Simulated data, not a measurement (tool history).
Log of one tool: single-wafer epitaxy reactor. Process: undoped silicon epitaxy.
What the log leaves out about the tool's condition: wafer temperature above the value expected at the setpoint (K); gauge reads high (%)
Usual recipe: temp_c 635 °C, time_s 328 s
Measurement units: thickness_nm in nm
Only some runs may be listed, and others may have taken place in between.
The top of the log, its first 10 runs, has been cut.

run      day  temp_c  time_s  wafers since the last listed run  hours since the last pyrometer calibration  hours since the gauge calibration  read-back reference wafer on the same gauge, thickness_nm  thickness_nm
 11   49.892     635     377                               605                                      2418.9                             3392.3                                                     40.006        49.195
      53.258  -- pyrometer calibrated
 12   54.258     635     367                               773                                          24                             3497.1                                                     39.981         46.93
 13   58.083     635     367                               733                                       115.8                             3588.9                                                     39.997        46.798
 14   62.483     635     367                               844                                       221.4                             3694.5                                                     39.973        46.945
 15   64.471     629     328                               381                                       269.1                             3742.2                                                     40.013        37.387
 16   66.362     645     328                               362                                       314.5                             3787.6                                                      40.03         50.82
 17   68.367     631     308                               384                                       362.6                             3835.7                                                     39.992        36.423
      69.121  -- gauge calibrated
 18    71.35     635     367                               572                                       434.2                               53.5                                                     39.998        47.132
 19   74.888     631     364                               678                                       519.1                              138.4                                                     39.979        43.233
 20   77.754     635     328                               549                                       587.9                              207.2                                                     39.979        42.192
 21   80.508     635     328                               528                                         654                              273.3                                                     39.998        42.149
 22     82.2     635     295                               324                                       694.6                              313.9                                                     40.007        37.867
 23   84.117     635     328                               367                                       740.6                              359.9                                                     39.988        42.297
 24   87.775     627     368                               701                                       828.4                              447.7                                                     39.999        40.458
 25   89.721     621     297                               373                                       875.1                              494.4                                                     39.988        28.901
 26   94.062     621     388                               832                                       979.3                              598.6                                                     40.001        37.749
 27   96.871     644     305                               538                                      1046.7                                666                                                     39.978        46.815
 28   101.35     643     302                               859                                      1154.2                              773.5                                                     40.004         45.64
 29  105.308     628     268                               759                                      1249.2                              868.5                                                     39.999        30.008
 30  113.721     627     377                              1613                                      1451.1                             1070.4                                                     39.983        41.304
 31  117.675     643     372                               758                                        1546                             1165.3                                                     39.994        56.176
 32   119.45     622     362                               340                                      1588.6                             1207.9                                                     40.004        35.924
 33  123.471     623     268                               771                                      1685.1                             1304.4                                                     40.004        27.341
 34  125.408     628     355                               371                                      1731.6                             1350.9                                                     40.007        40.266

Consider 5 possible next runs. They are alternatives, not a sequence: every one starts from the tool as it was left by run 34. What does each give?
  A  125.429     635     328                                 3                                      1732.1                             1351.4                                                          ?             ?
  B  125.429     625     277                                 3                                      1732.1                             1351.4                                                          ?             ?
  C  125.429     623     360                                 3                                      1732.1                             1351.4                                                          ?             ?
  D  125.429     635     294                                 3                                      1732.1                             1351.4                                                          ?             ?
  E  125.429     635     302                                 3                                      1732.1                             1351.4                                                          ?             ?

run  read-back reference wafer on the same gauge, thickness_nm  thickness_nm
  A                                                     40.008        42.632
  B                                                     40.008        29.482
  C                                                     40.008        36.798
  D                                                     40.008        38.213
  E                                                     40.008        39.252
The same runs, with their run-to-run variation unchanged, on a tool lacking any hidden condition would have given:
run  thickness_nm
  A        42.108
  B        29.113
  C        36.335
  D        37.743
  E         38.77

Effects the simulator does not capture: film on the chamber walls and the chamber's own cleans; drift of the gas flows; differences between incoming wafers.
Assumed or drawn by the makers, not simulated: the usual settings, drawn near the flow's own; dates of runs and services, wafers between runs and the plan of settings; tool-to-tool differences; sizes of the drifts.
